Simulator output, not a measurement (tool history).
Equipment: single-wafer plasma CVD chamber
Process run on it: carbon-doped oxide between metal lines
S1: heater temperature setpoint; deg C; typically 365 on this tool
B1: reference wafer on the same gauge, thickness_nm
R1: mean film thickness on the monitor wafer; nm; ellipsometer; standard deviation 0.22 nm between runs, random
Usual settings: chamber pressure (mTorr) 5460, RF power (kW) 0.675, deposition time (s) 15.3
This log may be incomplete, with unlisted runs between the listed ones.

run 1 hour=0.0 | S1=365 chamber_pressure_(mTorr)=5460 RF_power_(kW)=0.675 deposition_time_(s)=15.3 | B1=101.421 | R1=87.245
run 2 hour=58.5 | S1=365 chamber_pressure_(mTorr)=5460 RF_power_(kW)=0.675 deposition_time_(s)=15.3 | B1=101.430 | R1=87.508
run 3 hour=117.2 | S1=365 chamber_pressure_(mTorr)=5460 RF_power_(kW)=0.675 deposition_time_(s)=15.3 | B1=101.470 | R1=87.296
run 4 hour=162.4 | S1=365 chamber_pressure_(mTorr)=5460 RF_power_(kW)=0.675 deposition_time_(s)=15.3 | B1=101.408 | R1=87.168
run 5 hour=210.4 | S1=365 chamber_pressure_(mTorr)=5460 RF_power_(kW)=0.675 deposition_time_(s)=14.1 | B1=101.425 | R1=80.413
run 6 hour=265.1 | S1=365 chamber_pressure_(mTorr)=5460 RF_power_(kW)=0.675 deposition_time_(s)=14.1 | B1=101.338 | R1=80.512
run 7 hour=343.9 | S1=365 chamber_pressure_(mTorr)=5460 RF_power_(kW)=0.675 deposition_time_(s)=15.3 | B1=101.429 | R1=87.076
run 8 hour=431.0 | S1=365 chamber_pressure_(mTorr)=5460 RF_power_(kW)=0.675 deposition_time_(s)=15.3 | B1=101.422 | R1=87.083
run 9 hour=520.9 | S1=365 chamber_pressure_(mTorr)=4590 RF_power_(kW)=0.675 deposition_time_(s)=15.3 | B1=101.471 | R1=85.163
run 10 hour=590.3 | S1=365 chamber_pressure_(mTorr)=4590 RF_power_(kW)=0.675 deposition_time_(s)=15.3 | B1=101.345 | R1=85.425
run 11 hour=680.9 | S1=365 chamber_pressure_(mTorr)=4590 RF_power_(kW)=0.675 deposition_time_(s)=15.3 | B1=101.346 | R1=85.188
-- hour=711.2 gauge calibrated
-- hour=740.5 RF generator calibrated
run 12 hour=788.2 | S1=365 chamber_pressure_(mTorr)=5460 RF_power_(kW)=0.675 deposition_time_(s)=15.3 | B1=101.552 | R1=87.876
-- hour=898.8 thermocouple changed; heater temperature recalibrated
run 13 hour=899.3 | S1=365 chamber_pressure_(mTorr)=5460 RF_power_(kW)=0.675 deposition_time_(s)=15.3 | B1=101.413 | R1=88.568
run 14 hour=973.6 | S1=358 chamber_pressure_(mTorr)=4280 RF_power_(kW)=0.740 deposition_time_(s)=16.2 | B1=101.422 | R1=99.751
run 15 hour=1049.3 | S1=365 chamber_pressure_(mTorr)=4760 RF_power_(kW)=0.575 deposition_time_(s)=15.3 | B1=101.458 | R1=77.320
-- hour=1104.0 capacitance manometer re-zeroed and calibrated
run 16 hour=1105.8 | S1=365 chamber_pressure_(mTorr)=5460 RF_power_(kW)=0.590 deposition_time_(s)=15.3 | B1=101.423 | R1=79.939
-- hour=1164.1 showerhead replaced
run 17 hour=1190.5 | S1=365 chamber_pressure_(mTorr)=4760 RF_power_(kW)=0.575 deposition_time_(s)=15.3 | B1=101.381 | R1=77.381
run 18 hour=1267.7 | S1=365 chamber_pressure_(mTorr)=5460 RF_power_(kW)=0.675 deposition_time_(s)=14.1 | B1=101.437 | R1=81.005
run 19 hour=1304.1 | S1=358 chamber_pressure_(mTorr)=4730 RF_power_(kW)=0.620 deposition_time_(s)=17.4 | B1=101.444 | R1=94.332
run 20 hour=1353.4 | S1=365 chamber_pressure_(mTorr)=5460 RF_power_(kW)=0.675 deposition_time_(s)=15.3 | B1=101.338 | R1=87.835
run 21 hour=1454.8 | S1=360 chamber_pressure_(mTorr)=5460 RF_power_(kW)=0.675 deposition_time_(s)=13.0 | B1=101.285 | R1=75.489
run 22 hour=1517.1 | S1=365 chamber_pressure_(mTorr)=5460 RF_power_(kW)=0.675 deposition_time_(s)=14.1 | B1=101.354 | R1=80.463
run 23 hour=1579.6 | S1=372 chamber_pressure_(mTorr)=5460 RF_power_(kW)=0.640 deposition_time_(s)=15.3 | B1=101.412 | R1=82.947
run 24 hour=1667.7 | S1=365 chamber_pressure_(mTorr)=5460 RF_power_(kW)=0.675 deposition_time_(s)=13.4 | B1=101.367 | R1=76.698

Alternative continuations, all from the tool just after run 24; predict every row:
run A hour=1668.1 | S1=365 chamber_pressure_(mTorr)=5460 RF_power_(kW)=0.675 deposition_time_(s)=17.6 | B1=? | R1=?
run B hour=1668.1 | S1=365 chamber_pressure_(mTorr)=6650 RF_power_(kW)=0.675 deposition_time_(s)=15.3 | B1=? | R1=?
run C hour=1668.1 | S1=361 chamber_pressure_(mTorr)=4180 RF_power_(kW)=0.715 deposition_time_(s)=15.3 | B1=? | R1=?
run D hour=1668.1 | S1=372 chamber_pressure_(mTorr)=6800 RF_power_(kW)=0.740 deposition_time_(s)=15.3 | B1=? | R1=?
run E hour=1668.1 | S1=372 chamber_pressure_(mTorr)=6280 RF_power_(kW)=0.625 deposition_time_(s)=17.7 | B1=? | R1=?

run=A B1=101.351 R1=99.952
run=B B1=101.351 R1=88.469
run=C B1=101.351 R1=89.375
run=D B1=101.351 R1=92.812
run=E B1=101.351 R1=94.303
What these runs would have given with no unlogged condition in the tool:
run=A R1=102.845
run=B R1=91.029
run=C R1=91.950
run=D R1=95.488
run=E R1=97.081
